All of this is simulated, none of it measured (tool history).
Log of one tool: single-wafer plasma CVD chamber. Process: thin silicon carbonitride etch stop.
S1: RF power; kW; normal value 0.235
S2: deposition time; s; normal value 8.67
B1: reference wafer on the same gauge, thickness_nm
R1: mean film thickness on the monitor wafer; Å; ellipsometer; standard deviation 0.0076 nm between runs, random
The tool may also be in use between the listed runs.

run	hour	S1	S2	B1	R1
1	0	0.235	8.67	5.886	49.48
2	87.4	0.235	8.67	5.886	49.44
3	189.8	0.235	8.67	5.89	50.26
4	286.7	0.235	8.67	5.889	50.1
5	322.7	0.235	8.67	5.893	50.21
6	379.5	0.235	8.67	5.887	50.21
7	452.7	0.2	7.62	5.888	40.38
8	554.5	0.265	8.67	5.89	53.05
9	639.5	0.235	8.67	5.886	50.11
10	911.9	0.235	8.67	5.888	49.95
11	972.2	0.255	7.72	5.891	46.27
12	1062.6	0.235	8.67	5.887	49.95
13	1140.6	0.235	8.67	5.89	49.82
14	1183.8	0.235	9.52	5.892	54.57
15	1284.6	0.235	7.1	5.887	40.72
16	1352.6	0.27	8.67	5.894	53.2
17	1422.6	0.2	9.16	5.89	48.3
18	1500.4	0.235	8.67	5.892	49.67
19	1550.8	0.265	7.38	5.89	44.81
20	1599.1	0.235	8.67	5.888	49.56
21	1646.6	0.235	8.67	5.891	49.58
22	1743.2	0.27	9.59	5.893	58.53
23	1783.1	0.27	8.03	5.885	49.86
24	1883.7	0.235	8.67	5.888	50.25
25	1949	0.235	8.67	5.893	50.25
26	1997.5	0.265	8.23	5.886	50.44
27	2098	0.19	7.8	5.889	40.11
28	2178.8	0.275	8.67	5.888	53.97
29	2227.5	0.225	8.01	5.89	45.28
30	2281.1	0.19	7.31	5.893	37.54
31	2457.6	0.235	8.67	5.889	49.98
32	2562.8	0.25	8.67	5.889	51.48
33	2657.7	0.195	9.13	5.888	47.51
34	2728.9	0.255	10.32	5.888	61.66
35	2798.9	0.26	7.91	5.89	47.86

Between the runs listed above, the log contained 5 entries, not reproduced here. Where in the sequence does each belong, and how does what the log doesn't record of the tool's condition differ from the listed run before to the listed run after?
In the gap between runs 2 and 3: RF generator calibrated (hour 122.8)
  delivered RF power above the setpoint (%): -3.49 -> -0.275
  measured result minus the result with no hidden state, R1: -0.91 -> -0.07 Å
In the gap between runs 5 and 6: thermocouple changed; heater temperature recalibrated (hour 350.6)
  delivered RF power above the setpoint (%): -0.516 -> -0.62
  measured result minus the result with no hidden state, R1: -0.14 -> -0.16 Å
In the gap between runs 12 and 13: showerhead replaced (hour 1112.5)
  delivered RF power above the setpoint (%): -1.86 -> -2.01
  measured result minus the result with no hidden state, R1: -0.48 -> -0.52 Å
In the gap between runs 16 and 17: gauge calibrated (hour 1352.6)
  delivered RF power above the setpoint (%): -2.39 -> -2.52
  measured result minus the result with no hidden state, R1: -0.67 -> -0.63 Å
In the gap between runs 22 and 23: RF generator calibrated (hour 1765.1)
  delivered RF power above the setpoint (%): -3.1 -> -0.128
  measured result minus the result with no hidden state, R1: -0.95 -> -0.03 Å

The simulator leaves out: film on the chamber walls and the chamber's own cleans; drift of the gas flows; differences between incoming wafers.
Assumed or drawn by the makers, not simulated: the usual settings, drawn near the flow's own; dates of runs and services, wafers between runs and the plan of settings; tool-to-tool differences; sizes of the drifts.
